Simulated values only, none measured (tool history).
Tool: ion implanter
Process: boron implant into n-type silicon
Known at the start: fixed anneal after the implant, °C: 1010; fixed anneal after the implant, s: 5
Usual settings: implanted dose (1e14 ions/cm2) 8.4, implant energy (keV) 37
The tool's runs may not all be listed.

run    hour  implanted dose (1e14 ions/cm2)  implant energy (keV)  read-back reference wafer on the same gauge, sheet resistance  sheet resistance of the implanted and annealed layer (ohm/square)
  1       0                            7.75                    37                                                         131.97                                                             139.25
  2    61.1                            7.75                    37                                                         132.01                                                             139.51
  3   127.9                             8.4                    37                                                         132.01                                                             130.78
  4   189.5                             8.4                    37                                                            132                                                             130.56
  5   245.8                             8.4                    37                                                            132                                                             130.29
      312.3  -- extraction supply calibrated
  6   312.8                             8.4                    37                                                            132                                                             130.52
  7   352.3                            9.69                    37                                                         131.95                                                             116.02
      462.6  -- Faraday cup replaced and dose calibrated
  8   463.1                            9.69                    37                                                         131.98                                                             117.33
  9     532                            9.69                    37                                                         132.04                                                             117.22
 10   571.4                             8.4                    37                                                         131.99                                                             131.16
 11   606.7                             8.4                    37                                                         131.98                                                             130.64
      618.1  -- gauge calibrated
 12   631.7                             8.4                    37                                                         132.03                                                              131.4
 13     700                             8.4                    46                                                            132                                                             129.63
 14   732.6                             8.4                    46                                                         132.01                                                             129.24
 15   791.1                             8.4                    37                                                         131.98                                                             130.55
 16   831.6                            9.89                  31.5                                                         131.96                                                             115.07
 17   893.3                            10.2                  45.5                                                         132.04                                                             111.05
 18   930.2                             8.4                    44                                                         131.99                                                             129.36
 19   976.1                             8.4                    28                                                         131.98                                                             132.94
 20  1084.7                           10.82                  45.5                                                         132.04                                                             105.93
 21  1124.9                            9.57                  31.5                                                            132                                                              118.3
 22  1190.2                             8.4                    37                                                         132.07                                                             130.51
 23  1216.9                             8.4                    37                                                            132                                                             130.05
 24  1334.8                             8.4                    37                                                         132.01                                                             130.55
 25  1373.4                             8.4                    37                                                            132                                                             130.02
     1424.4  -- Faraday cup replaced and dose calibrated
 26    1434                            6.29                  31.5                                                         131.95                                                             169.16
 27    1492                           10.52                    37                                                         131.95                                                             109.28
 28  1543.8                             8.4                  49.5                                                         131.96                                                             130.03
 29  1572.2                            7.46                  49.5                                                         132.03                                                             142.41
 30  1614.9                           10.82                    31                                                            132                                                             107.47
 31  1645.8                            9.12                  29.5                                                         131.99                                                             124.11
 32    1692                             8.4                    37                                                         131.99                                                             131.21
 33  1730.2                             8.4                    37                                                         131.97                                                             130.69
 34    1758                             8.4                    37                                                         131.99                                                             130.56
 35  1803.7                            6.86                    45                                                         131.98                                                             152.77
 36  1862.5                            9.44                    37                                                            132                                                             118.71
 37  1890.9                            9.37                  43.5                                                            132                                                             118.62

Forecast each of these 4 alternatives for the next run:
  A  1891.3                             8.4                    41                                                              ?                                                                  ?
  B  1891.3                            7.47                  24.5                                                              ?                                                                  ?
  C  1891.3                             9.9                  29.5                                                              ?                                                                  ?
  D  1891.3                            9.11                    37                                                              ?                                                                  ?

run  read-back reference wafer on the same gauge, sheet resistance  sheet resistance of the implanted and annealed layer (ohm/square)
  A                                                         132.01                                                             130.19
  B                                                         132.01                                                             148.49
  C                                                         132.01                                                             115.71
  D                                                         132.01                                                             122.46
Without the tool's hidden state the same runs would have given:
run  sheet resistance of the implanted and annealed layer (ohm/square)
  A                                                             131.04
  B                                                             149.52
  C                                                             116.47
  D                                                             123.26

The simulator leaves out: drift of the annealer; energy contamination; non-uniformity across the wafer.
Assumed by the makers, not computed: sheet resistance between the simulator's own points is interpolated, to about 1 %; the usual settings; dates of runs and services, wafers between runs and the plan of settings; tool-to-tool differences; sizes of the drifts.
